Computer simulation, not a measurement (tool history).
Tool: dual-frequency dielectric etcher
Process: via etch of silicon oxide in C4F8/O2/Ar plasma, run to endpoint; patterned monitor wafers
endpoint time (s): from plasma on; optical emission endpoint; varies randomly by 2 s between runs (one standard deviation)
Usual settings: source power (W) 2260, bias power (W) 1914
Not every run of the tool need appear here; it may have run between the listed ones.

run	hour	source power (W)	bias power (W)	incoming incoming film thickness, nm	endpoint time (s)
1	0	2480	1914	1383.4	262.4
2	52.5	2480	1914	1397.4	260.9
3	155.3	2260	1914	1406.3	272.8
4	227.7	2260	1914	1416.5	272.7
5	265.5	2260	1914	1407	270.2
6	303	2260	1914	1388.8	267.1
7	394.5	2260	1914	1388.8	268.1
8	483.6	2260	1914	1381.8	267.4
9	557.5	2260	1914	1418	271.8
10	650.9	2260	1914	1395.8	271.3
11	710.6	2260	1914	1393.4	271.8
12	919.4	2260	2031	1405.8	268.5
13	1014.5	1900	2220	1403.9	273.2
14	1061.7	2260	1536	1399.9	282.4
15	1125.4	2520	1459	1392.9	279.4
16	1162.2	1840	2234	1395.4	274.2
17	1220.3	2000	1493	1400.7	297.2
18	1302	1960	1660	1400.7	288.5
19	1365.2	2260	1914	1405.7	272.8
20	1410.8	1820	1745	1407.7	292.5
21	1491.9	2120	1617	1405.9	282.2
22	1563.8	2260	1914	1397.7	267.2
23	1678.6	2260	1914	1409.5	274.5
24	1784.4	2760	2345	1383.7	240.6
25	1823.5	2260	2208	1401.1	257.5
26	1909.4	2470	1560	1394.6	273.1
27	1972.5	2260	1914	1401.2	269.4
28	2059.1	2260	1914	1397.2	269.1
29	2139.1	2400	1669	1395.9	269.5
30	2245.5	2260	1914	1394.2	269
31	2319.6	2500	1639	1395.3	267.3
32	2401.7	2700	1455	1404.6	271.9
33	2464.1	1740	1546	1401.8	302
34	2553.4	2260	1914	1423	271.8

Removed from this log: 7 entries logged between the listed runs. Between which two listed runs does each belong, and how does the tool's hidden state at the listed run before it compare with that at the listed run after it?
In the gap between runs 6 and 7: wet clean of the chamber (hour 338.5); source power generator calibrated (hour 394.1)
  the hidden state is the same at both runs
In the gap between runs 12 and 13: wet clean of the chamber (hour 996)
  the hidden state is the same at both runs
In the gap between runs 13 and 14: bias power generator calibrated (hour 1061.2)
  the hidden state is the same at both runs
In the gap between runs 20 and 21: upper electrode replaced (hour 1442)
  the hidden state is the same at both runs
In the gap between runs 22 and 23: wet clean of the chamber (hour 1678.1)
  the hidden state is the same at both runs
In the gap between runs 30 and 31: wet clean of the chamber (hour 2319.1)
  the hidden state is the same at both runs
